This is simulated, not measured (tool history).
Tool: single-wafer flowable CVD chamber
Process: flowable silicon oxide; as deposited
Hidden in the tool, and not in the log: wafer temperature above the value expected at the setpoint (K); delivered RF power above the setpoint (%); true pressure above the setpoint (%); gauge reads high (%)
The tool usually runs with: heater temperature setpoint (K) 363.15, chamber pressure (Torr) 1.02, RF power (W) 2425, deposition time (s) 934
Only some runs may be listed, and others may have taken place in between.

run,hour,heater temperature setpoint (K),chamber pressure (Torr),RF power (W),deposition time (s),wafers since the last listed run,hours since the last thermocouple change,hours since the last RF generator calibration,hours since the last manometer calibration,hours since the showerhead was replaced,hours since the gauge calibration,"read-back reference wafer on the same gauge, thickness_nm",mean film thickness on the monitor wafer (nm)
1,0,363.15,1.02,2425,934,0,1282,1508.7,1377.6,3281.8,1432.8,1101.62,1075.795
2,107.1,368.15,1.09,2425,934,306,1389.1,1615.8,1484.7,3388.9,1539.9,1098.302,943.952
3,167.4,368.15,1.09,2425,934,172,1449.4,1676.1,1545,3449.2,1600.2,1101.108,944.502
# hour 180.6: RF generator calibrated
# hour 261.6: capacitance manometer re-zeroed and calibrated
4,262.1,368.15,1.09,2425,934,225,1544.1,81.5,0.5,3543.9,1694.9,1102.866,980.603
# hour 344: thermocouple changed; heater temperature recalibrated
5,361.2,363.15,1.02,2425,934,260,17.2,180.6,99.6,3643,1794,1096.038,1075.019
6,460.2,363.15,1.02,2425,934,283,116.2,279.6,198.6,3742,1893,1097.72,1075.904
7,518.7,363.15,1.02,2425,934,167,174.7,338.1,257.1,3800.5,1951.5,1099.206,1070.211
8,615.4,363.15,1.02,2770,934,277,271.4,434.8,353.8,3897.2,2048.2,1099.864,1114.409
9,722,363.15,1.02,2770,934,305,378,541.4,460.4,4003.8,2154.8,1098.28,1103.944
# hour 749.4: showerhead replaced
10,826.6,363.15,1.02,2200,934,276,482.6,646,565,77.2,2259.4,1100.745,1042.346
11,885,363.15,1.02,2425,934,167,541,704.4,623.4,135.6,2317.8,1100.367,1087.175
12,985.2,358.15,0.86,2425,1055,287,641.2,804.6,723.6,235.8,2418,1097.999,1221.571
13,1073,355.15,0.84,2870,1059,251,729,892.4,811.4,323.6,2505.8,1100.948,1378.156
# hour 1108.7: gauge calibrated
14,1110.4,363.15,1.02,2060,780,107,766.4,929.8,848.8,361,1.7,1097.26,849.25
15,1206.4,363.15,1.02,2425,934,275,862.4,1025.8,944.8,457,97.7,1098.51,1088.713
16,1262.4,363.15,1.02,2425,934,160,918.4,1081.8,1000.8,513,153.7,1100.653,1094.144
17,1338.5,363.15,1.02,2425,934,218,994.5,1157.9,1076.9,589.1,229.8,1099.272,1090.262
18,1411.6,374.15,1.02,2015,934,209,1067.6,1231,1150,662.2,302.9,1099.644,660.242
# hour 1450.6: RF generator calibrated
19,1582.4,363.15,1.02,2425,934,466,1238.4,131.8,1320.8,833,473.7,1101.895,1119.527
20,1665.3,363.15,1.02,2095,934,237,1321.3,214.7,1403.7,915.9,556.6,1099.527,1061.685
21,1736.1,363.15,1.21,2425,934,202,1392.1,285.5,1474.5,986.7,627.4,1100.004,1308.694
22,1794.8,363.15,1.26,2085,934,168,1450.8,344.2,1533.2,1045.4,686.1,1098.803,1301.96
23,1846.5,363.15,1.02,2220,934,148,1502.5,395.9,1584.9,1097.1,737.8,1100.342,1075.462
24,1898,363.15,1.02,1975,934,147,1554,447.4,1636.4,1148.6,789.3,1101.686,1027.279
# hour 1947.9: thermocouple changed; heater temperature recalibrated
# hour 1954.9: capacitance manometer re-zeroed and calibrated
25,1996.7,349.15,1.25,2070,1042,239,48.8,546.1,41.8,1247.3,888,1101.512,2147.12
26,2103.9,363.15,1.27,2115,934,307,156,653.3,149,1354.5,995.2,1100.601,1267.37
27,2153.6,352.15,0.9,2860,994,142,205.7,703,198.7,1404.2,1044.9,1098.124,1510.428
28,2223.3,369.15,1.18,2265,934,199,275.4,772.7,268.4,1473.9,1114.6,1101.213,961.943
29,2265.4,363.15,1.1,2115,850,120,317.5,814.8,310.5,1516,1156.7,1101.959,994.441

Each row is a separate what-if for the run after 29, all from the same tool condition, not one after another. Results?
A,2266.1,363.15,0.78,2425,934,2,318.2,815.5,311.2,1516.7,1157.4,?,?
B,2266.1,355.15,1.02,2425,934,2,318.2,815.5,311.2,1516.7,1157.4,?,?
C,2266.1,363.15,0.88,2425,934,2,318.2,815.5,311.2,1516.7,1157.4,?,?

run,"read-back reference wafer on the same gauge, thickness_nm",mean film thickness on the monitor wafer (nm)
A,1102.692,819.021
B,1102.692,1409.36
C,1102.692,925.388
Stripped of hidden state, with their random variation kept, the same runs would have yielded:
run,mean film thickness on the monitor wafer (nm)
A,816.264
B,1403.893
C,922.274
